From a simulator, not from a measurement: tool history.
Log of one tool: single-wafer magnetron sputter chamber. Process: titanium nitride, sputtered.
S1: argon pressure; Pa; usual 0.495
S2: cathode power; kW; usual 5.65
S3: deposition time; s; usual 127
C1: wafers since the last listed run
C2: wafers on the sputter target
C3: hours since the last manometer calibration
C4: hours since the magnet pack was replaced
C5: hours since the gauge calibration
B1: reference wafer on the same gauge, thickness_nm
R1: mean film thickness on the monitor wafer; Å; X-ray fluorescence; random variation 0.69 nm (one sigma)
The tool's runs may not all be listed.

run	day	S1	S2	S3	C1	C2	C3	C4	C5	B1	R1
1	0	0.495	5.65	127	0	1547	962.9	7705.3	651.9	124.873	1227.68
2	2.025	0.495	5.65	127	361	1909	1011.5	7753.9	700.5	125.051	1229.99
3	3.842	0.495	5.65	127	324	2233	1055.1	7797.5	744.1	124.927	1217.61
4	5.788	0.495	5.65	127	347	2580	1101.8	7844.2	790.8	125.086	1220.53
5	7.246	0.495	5.65	146	260	2840	1136.8	7879.2	825.8	125.001	1399.95
# day 8.35: gauge calibrated
6	9.358	0.495	5.65	127	377	3217	1187.5	7929.9	24.2	124.835	1223.04
7	11.542	0.495	5.65	127	389	3607	1239.9	7982.3	76.6	124.974	1222.18
8	12.825	0.495	5.65	127	229	3836	1270.7	8013.1	107.4	124.903	1230.22
9	14.283	0.495	5.65	127	260	4096	1305.7	8048.1	142.4	124.922	1221.55
10	15.55	0.495	5.65	127	226	4323	1336.1	8078.5	172.8	125.035	1212.45
11	18.312	0.495	5.65	127	493	4816	1402.4	8144.8	239.1	125.149	1218.73
# day 20.967: sputter target and shields replaced
12	20.988	0.495	5.65	127	417	4	1466.6	8209	303.3	125.001	1214.68
13	23.738	0.495	5.65	127	490	494	1532.6	8275	369.3	125.152	1213.56
14	26.279	0.495	6.7	127	453	948	1593.6	8336	430.3	124.894	1437.48
15	28.512	0.495	6.7	127	398	1347	1647.2	8389.6	483.9	125.037	1441.01
# day 29.433: capacitance manometer re-zeroed and calibrated
16	30.846	0.565	6.85	141	356	1703	33.9	8445.6	539.9	125.255	1643.8
# day 31.425: magnet pack replaced
17	33.517	0.495	5.65	127	417	2121	98	50.2	604	125.134	1242.93
18	36.05	0.495	5.65	110	452	2573	158.8	111	664.8	124.855	1085
19	38.038	0.639	6.9	142	354	2928	206.5	158.7	712.5	125.158	1623.76
20	39.833	0.495	4.7	137	320	3248	249.6	201.8	755.6	125.001	1109.12
# day 41.021: gauge calibrated
21	41.112	0.646	6.85	143	228	3476	280.3	232.5	2.2	125.179	1604.72
22	42.896	0.571	5.65	149	318	3795	323.1	275.3	45	124.962	1423.22
23	44.038	0.549	5.2	139	203	3998	350.5	302.7	72.4	125.054	1230.82
24	45.679	0.495	5.65	127	292	4291	389.9	342.1	111.8	124.914	1242.87
# day 47.696: sputter target and shields replaced
25	48.317	0.495	5.65	140	411	110	453.2	405.4	175.1	125.115	1363.37
26	49.608	0.412	4.5	143	230	341	484.2	436.4	206.1	124.937	1155.15
27	50.617	0.624	5.65	127	179	521	508.4	460.6	230.3	124.814	1185.65
28	51.812	0.356	6.6	119	213	734	537.1	489.3	259	124.774	1439.64
29	53.462	0.495	5.65	127	294	1029	576.7	528.9	298.6	125.093	1233.8
30	55.858	0.345	4.5	134	427	1456	634.2	586.4	356.1	125.24	1103.71
31	62.096	0.495	6.95	127	1113	2570	783.9	736.1	505.8	124.972	1518.67

Some steps in R1 between neighbouring runs. How much of each would the tool show without its hidden state too (settings, what came in, random variation), and how much is left for the hidden state, with any gauge scatter that isn't in both results?
The hidden state here: deposition rate above that of a new target (%); true argon pressure above the setpoint (%); gauge reads high (%).
Run 13 -> 14: S2 5.65 -> 6.7. R1 +223.92 Å: hidden state -7.24, all else +231.16.
Run 15 -> 16: S1 0.495 -> 0.565, S2 6.7 -> 6.85, S3 127 -> 141, capacitance manometer re-zeroed and calibrated. R1 +202.79 Å: hidden state +51.08, all else +151.71.
Run 18 -> 19: S1 0.495 -> 0.639, S2 5.65 -> 6.9, S3 110 -> 142. R1 +538.76 Å: hidden state +2.27, all else +536.49.
Run 19 -> 20: S1 0.639 -> 0.495, S2 6.9 -> 4.7, S3 142 -> 137. R1 -514.64 Å: hidden state -3.87, all else -510.77.
Run 20 -> 21: S1 0.495 -> 0.646, S2 4.7 -> 6.85, S3 137 -> 143, gauge calibrated. R1 +495.6 Å: hidden state +1.29, all else +494.31.
Run 30 -> 31: S1 0.345 -> 0.495, S2 4.5 -> 6.95, S3 134 -> 127. R1 +414.96 Å: hidden state -6.89, all else +421.85.
